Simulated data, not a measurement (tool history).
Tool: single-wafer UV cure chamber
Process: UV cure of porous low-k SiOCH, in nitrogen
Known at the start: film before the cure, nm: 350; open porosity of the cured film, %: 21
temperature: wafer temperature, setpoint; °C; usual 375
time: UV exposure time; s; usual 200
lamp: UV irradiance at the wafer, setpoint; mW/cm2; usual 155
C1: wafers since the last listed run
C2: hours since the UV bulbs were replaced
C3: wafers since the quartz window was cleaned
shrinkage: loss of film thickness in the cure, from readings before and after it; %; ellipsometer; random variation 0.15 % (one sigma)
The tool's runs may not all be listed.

run 1 hour=0.0 | temperature=375 time=200 lamp=155 | C1=0 C2=1302.5 C3=1220 | shrinkage=12.616
run 2 hour=29.0 | temperature=375 time=200 lamp=155 | C1=237 C2=1331.5 C3=1457 | shrinkage=12.469
run 3 hour=48.4 | temperature=375 time=200 lamp=155 | C1=158 C2=1350.9 C3=1616 | shrinkage=12.726
run 4 hour=76.1 | temperature=375 time=200 lamp=155 | C1=226 C2=1378.6 C3=1842 | shrinkage=12.671
-- hour=87.7 quartz window cleaned
run 5 hour=97.2 | temperature=361 time=200 lamp=155 | C1=107 C2=1399.7 C3=77 | shrinkage=12.341
run 6 hour=113.8 | temperature=361 time=200 lamp=155 | C1=135 C2=1416.3 C3=213 | shrinkage=12.177
run 7 hour=142.2 | temperature=375 time=200 lamp=155 | C1=232 C2=1444.7 C3=445 | shrinkage=12.561
run 8 hour=170.1 | temperature=375 time=200 lamp=155 | C1=228 C2=1472.6 C3=673 | shrinkage=12.259
run 9 hour=187.3 | temperature=386 time=200 lamp=155 | C1=140 C2=1489.8 C3=814 | shrinkage=12.728
run 10 hour=206.7 | temperature=386 time=200 lamp=155 | C1=158 C2=1509.2 C3=973 | shrinkage=12.265
run 11 hour=288.6 | temperature=386 time=200 lamp=155 | C1=669 C2=1591.1 C3=1643 | shrinkage=12.399
-- hour=311.8 quartz window cleaned
run 12 hour=312.3 | temperature=375 time=200 lamp=155 | C1=128 C2=1614.8 C3=3 | shrinkage=12.125
run 13 hour=346.6 | temperature=375 time=200 lamp=155 | C1=280 C2=1649.1 C3=284 | shrinkage=11.954
run 14 hour=376.4 | temperature=375 time=200 lamp=178 | C1=243 C2=1678.9 C3=528 | shrinkage=12.855
run 15 hour=408.4 | temperature=375 time=200 lamp=155 | C1=261 C2=1710.9 C3=789 | shrinkage=11.999
run 16 hour=422.6 | temperature=380 time=290 lamp=131 | C1=116 C2=1725.1 C3=906 | shrinkage=13.387
run 17 hour=443.9 | temperature=388 time=200 lamp=183 | C1=174 C2=1746.4 C3=1080 | shrinkage=13.170
run 18 hour=479.4 | temperature=391 time=270 lamp=155 | C1=290 C2=1781.9 C3=1370 | shrinkage=13.653
run 19 hour=511.4 | temperature=375 time=200 lamp=155 | C1=261 C2=1813.9 C3=1632 | shrinkage=12.057
-- hour=545.5 quartz window cleaned
run 20 hour=546.0 | temperature=384 time=200 lamp=155 | C1=217 C2=1848.5 C3=4 | shrinkage=12.261
run 21 hour=557.6 | temperature=393 time=315 lamp=121 | C1=94 C2=1860.1 C3=99 | shrinkage=13.252
-- hour=565.7 UV bulbs replaced
run 22 hour=577.3 | temperature=389 time=200 lamp=142 | C1=95 C2=11.6 C3=194 | shrinkage=14.202
run 23 hour=606.5 | temperature=375 time=200 lamp=155 | C1=238 C2=40.8 C3=433 | shrinkage=14.396
run 24 hour=623.3 | temperature=362 time=200 lamp=119 | C1=137 C2=57.6 C3=571 | shrinkage=12.577
run 25 hour=641.3 | temperature=355 time=200 lamp=155 | C1=147 C2=75.6 C3=718 | shrinkage=13.781
run 26 hour=667.2 | temperature=364 time=105 lamp=183 | C1=211 C2=101.5 C3=930 | shrinkage=11.662
run 27 hour=697.5 | temperature=394 time=280 lamp=155 | C1=247 C2=131.8 C3=1178 | shrinkage=16.491
run 28 hour=713.3 | temperature=389 time=235 lamp=117 | C1=129 C2=147.6 C3=1307 | shrinkage=13.893
run 29 hour=734.7 | temperature=356 time=150 lamp=135 | C1=175 C2=169.0 C3=1482 | shrinkage=11.541

3 ways to go on from here, each from the tool as it stands after run 29. What would each give?
run A hour=735.2 | temperature=375 time=200 lamp=176 | C1=4 C2=169.5 C3=1486 | shrinkage=?
run B hour=735.2 | temperature=395 time=295 lamp=155 | C1=4 C2=169.5 C3=1486 | shrinkage=?
run C hour=735.2 | temperature=375 time=240 lamp=155 | C1=4 C2=169.5 C3=1486 | shrinkage=?

run=A shrinkage=14.586
run=B shrinkage=16.404
run=C shrinkage=14.877
Without the tool's hidden state the same runs would have given:
run=A shrinkage=14.791
run=B shrinkage=16.613
run=C shrinkage=15.083
